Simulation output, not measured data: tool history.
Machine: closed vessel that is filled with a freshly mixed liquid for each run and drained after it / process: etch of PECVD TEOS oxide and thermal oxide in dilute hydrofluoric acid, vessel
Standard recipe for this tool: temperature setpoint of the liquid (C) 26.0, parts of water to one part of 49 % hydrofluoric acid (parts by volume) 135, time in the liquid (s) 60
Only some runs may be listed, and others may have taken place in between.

run     day  temperature setpoint of the liquid (C)  parts of water to one part of 49 % hydrofluoric acid (parts by volume)  time in the liquid (s)  read-back film thickness of the PECVD TEOS oxide reference wafer, read on the same gauge (nm)  read-back film thickness of the thermal oxide reference wafer, read on the same gauge (nm)  thickness taken off the PECVD TEOS oxide on a monitor wafer (nm)  thickness taken off the thermal oxide on a monitor wafer (nm)
  1   0.000                                    26.0                                                                     135                      60                                                                                          49.96                                                                                      70.018                                                              7.52                                                          2.020
  2   1.712                                    26.0                                                                     135                      60                                                                                          49.95                                                                                      70.049                                                              7.45                                                          1.980
  3   2.842                                    26.0                                                                     135                      60                                                                                          49.99                                                                                      70.007                                                              7.51                                                          1.998
  4   5.208                                    26.0                                                                     135                      60                                                                                          49.94                                                                                      70.038                                                              7.48                                                          1.991
  5   7.654                                    26.0                                                                     135                      80                                                                                          49.97                                                                                      69.977                                                             10.00                                                          2.611
      7.779  -- hydrofluoric acid flow meter replaced
  6   9.771                                    26.0                                                                      80                      30                                                                                          49.97                                                                                      70.011                                                              6.81                                                          1.777
  7  11.829                                    26.0                                                                     135                      60                                                                                          50.00                                                                                      69.962                                                              7.49                                                          1.953
  8  14.462                                    27.5                                                                     115                      70                                                                                          49.94                                                                                      70.007                                                             11.13                                                          2.962
     16.271  -- thermometer replaced, repeated, since the last time left the tool worse
  9  16.458                                    24.5                                                                     180                      60                                                                                          49.99                                                                                      69.968                                                              5.26                                                          1.372
 10  19.396                                    27.5                                                                      80                      40                                                                                          50.00                                                                                      70.039                                                              9.95                                                          2.673
 11  22.321                                    28.5                                                                      85                      90                                                                                          49.99                                                                                      69.998                                                             21.91                                                          5.846
 12  24.350                                    22.0                                                                     200                      95                                                                                          49.99                                                                                      69.989                                                              6.70                                                          1.787
 13  26.546                                    28.0                                                                     195                      60                                                                                          49.99                                                                                      70.001                                                              5.43                                                          1.455
     27.721  -- hydrofluoric acid flow meter replaced
 14  29.217                                    26.0                                                                     135                      60                                                                                          50.01                                                                                      69.980                                                              7.79                                                          2.058
 15  30.646                                    22.0                                                                     105                      35                                                                                          50.00                                                                                      69.980                                                              5.21                                                          1.396
 16  32.821                                    26.0                                                                      95                      60                                                                                          50.02                                                                                      70.017                                                             11.70                                                          3.057
 17  34.592                                    24.5                                                                     205                      90                                                                                          50.02                                                                                      70.018                                                              6.74                                                          1.770
 18  36.438                                    26.0                                                                     135                      60                                                                                          50.02                                                                                      70.012                                                              7.79                                                          2.047
 19  37.579                                    28.0                                                                     165                      45                                                                                          50.01                                                                                      70.010                                                              4.96                                                          1.342
 20  39.154                                    26.0                                                                     135                      60                                                                                          49.96                                                                                      69.986                                                              7.82                                                          2.074
 21  40.562                                    30.0                                                                     165                      60                                                                                          50.00                                                                                      70.004                                                              7.07                                                          1.888
 22  41.725                                    26.0                                                                     160                      50                                                                                          49.98                                                                                      70.001                                                              5.30                                                          1.399
 23  44.008                                    26.0                                                                     135                      40                                                                                          50.01                                                                                      70.001                                                              5.21                                                          1.396
 24  45.158                                    26.0                                                                     155                      80                                                                                          50.03                                                                                      70.007                                                              8.84                                                          2.380
 25  47.233                                    27.5                                                                     135                      60                                                                                          50.02                                                                                      69.986                                                              8.24                                                          2.185
     47.954  -- hydrofluoric acid flow meter replaced
 26  49.638                                    30.5                                                                     135                      60                                                                                          50.03                                                                                      70.019                                                              9.18                                                          2.440

Here are 4 independent what-if runs from the current tool condition. What would each one return?
  A  49.667                                    26.0                                                                     180                      60                                                                                              ?                                                                                           ?                                                                 ?                                                              ?
  B  49.667                                    23.0                                                                      75                      50                                                                                              ?                                                                                           ?                                                                 ?                                                              ?
  C  49.667                                    24.5                                                                      70                      60                                                                                              ?                                                                                           ?                                                                 ?                                                              ?
  D  49.667                                    23.5                                                                     205                      50                                                                                              ?                                                                                           ?                                                                 ?                                                              ?

run  read-back film thickness of the PECVD TEOS oxide reference wafer, read on the same gauge (nm)  read-back film thickness of the thermal oxide reference wafer, read on the same gauge (nm)  thickness taken off the PECVD TEOS oxide on a monitor wafer (nm)  thickness taken off the thermal oxide on a monitor wafer (nm)
  A                                                                                          50.00                                                                                      70.018                                                              5.54                                                          1.463
  B                                                                                          50.00                                                                                      70.018                                                             11.18                                                          2.952
  C                                                                                          50.00                                                                                      70.018                                                             15.38                                                          4.059
  D                                                                                          50.00                                                                                      70.018                                                              3.60                                                          0.950
Had the tool no hidden state, the same runs would have come out as:
run  thickness taken off the PECVD TEOS oxide on a monitor wafer (nm)  thickness taken off the thermal oxide on a monitor wafer (nm)
  A                                                              5.59                                                          1.476
  B                                                             11.29                                                          2.979
  C                                                             15.52                                                          4.097
  D                                                              3.63                                                          0.958
